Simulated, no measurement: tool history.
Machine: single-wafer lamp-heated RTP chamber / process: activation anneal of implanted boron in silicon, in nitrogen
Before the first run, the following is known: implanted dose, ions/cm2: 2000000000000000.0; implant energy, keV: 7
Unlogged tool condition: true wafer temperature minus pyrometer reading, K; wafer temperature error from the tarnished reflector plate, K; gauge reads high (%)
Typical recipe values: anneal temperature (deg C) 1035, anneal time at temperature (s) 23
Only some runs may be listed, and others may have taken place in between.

run,hour,anneal temperature (deg C),anneal time at temperature (s),wafers since the last listed run,wafers since the last pyrometer calibration,wafers since the reflector plate was cleaned,hours since the gauge calibration,"read-back reference wafer on the same gauge, sheet resistance",sheet resistance of the implanted and annealed layer (ohm/square)
1,0.0,1035,23,0,1156,4027,915.4,85.29,97.37
2,31.2,1035,23,384,1541,4412,946.6,85.29,97.72
3,74.0,1035,18,527,2069,4940,989.4,85.40,100.47
# hour 88.4: reflector plate cleaned
# hour 113.7: pyrometer window cleaned and pyrometer calibrated
4,125.4,1035,18,436,143,357,1040.8,85.28,101.76
5,279.3,1035,16,1898,2042,2255,1194.7,85.33,103.80
6,321.2,1035,16,516,2559,2772,1236.6,85.03,102.58
7,361.0,1035,16,490,3050,3263,1276.4,85.11,102.99
# hour 383.7: pyrometer window cleaned and pyrometer calibrated
8,396.7,1020,23,341,159,3605,1312.1,85.27,106.26
9,452.5,1020,23,688,848,4293,1367.9,85.12,106.45
10,506.2,1035,23,662,1510,4956,1421.6,85.11,95.83
# hour 546.7: reflector plate cleaned
# hour 568.1: gauge calibrated
# hour 607.9: pyrometer window cleaned and pyrometer calibrated
11,662.4,1035,23,1729,672,1328,94.3,85.12,97.66
12,724.7,1035,23,768,1441,2097,156.6,85.19,98.42
13,765.9,1007,32,508,1949,2605,197.8,85.15,111.54
# hour 815.3: pyrometer window cleaned and pyrometer calibrated
14,828.3,1008,30,671,159,3276,260.2,85.28,111.72
15,879.4,1024,13,630,790,3906,311.3,85.20,111.48
16,945.0,1035,23,809,1599,4715,376.9,85.24,96.13
# hour 983.9: reflector plate cleaned
17,1001.8,1035,23,601,2201,221,433.7,84.99,98.30
# hour 1051.0: pyrometer window cleaned and pyrometer calibrated
18,1051.5,1046,20,514,6,735,483.4,85.22,93.63
19,1078.7,1035,18,335,342,1070,510.6,85.15,102.31
20,1111.7,1015,9,407,749,1478,543.6,85.14,121.88
21,1142.4,1061,33,378,1127,1856,574.3,85.10,78.67
22,1195.8,1021,23,658,1786,2515,627.7,85.08,107.53

Results per run with the tool's hidden condition removed, run-to-run variation unchanged:
run,sheet resistance of the implanted and annealed layer (ohm/square)
1,99.21
2,99.90
3,103.01
4,102.17
5,104.70
6,103.72
7,104.42
8,108.13
9,108.92
10,98.89
11,98.23
12,99.28
13,112.66
14,113.32
15,113.29
16,98.91
17,98.61
18,93.98
19,102.74
20,122.38
21,79.15
22,108.54
